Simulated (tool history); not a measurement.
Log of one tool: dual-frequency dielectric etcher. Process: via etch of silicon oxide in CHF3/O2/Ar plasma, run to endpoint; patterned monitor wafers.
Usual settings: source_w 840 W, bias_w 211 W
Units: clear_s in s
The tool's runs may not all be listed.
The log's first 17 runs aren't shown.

run    hour  source_w  bias_w  incoming incoming film thickness, nm  clear_s
 18  1681.8       780     179                                 593.9    299.1
 19    1743       840     254                                 592.3    247.3
 20  1815.7       840     211                                   593      268
 21  1882.4      1030     226                                 593.7    243.9
 22  1937.8       840     211                                 597.9    277.2
     1983.8  -- wet clean of the chamber
 23    2015       840     211                                 600.7    264.7
 24  2056.7      1030     181                                 597.3    266.6
 25  2202.2       930     167                                 597.6    288.2
 26  2273.6       700     235                                 597.4    277.9
 27  2334.9       740     247                                 590.2    264.6
 28    2421       710     233                                 598.8    286.6
 29  2478.9       760     211                                 596.8    293.6
     2503.1  -- wet clean of the chamber
 30  2533.7       840     182                                 599.6      287

Forecast each of these 5 alternatives for the next run:
  A  2534.2       690     211                                 597.3        ?
  B  2534.2       940     250                                 597.3        ?
  C  2534.2       730     237                                 597.3        ?
  D  2534.2       950     197                                 597.3        ?
  E  2534.2       780     164                                 597.3        ?

run  clear_s
  A      293
  B    237.1
  C    270.6
  D    263.8
  E    313.9
Without the tool's hidden state the same runs would have given:
run  clear_s
  A    291.7
  B    236.1
  C    269.4
  D    262.6
  E    312.5
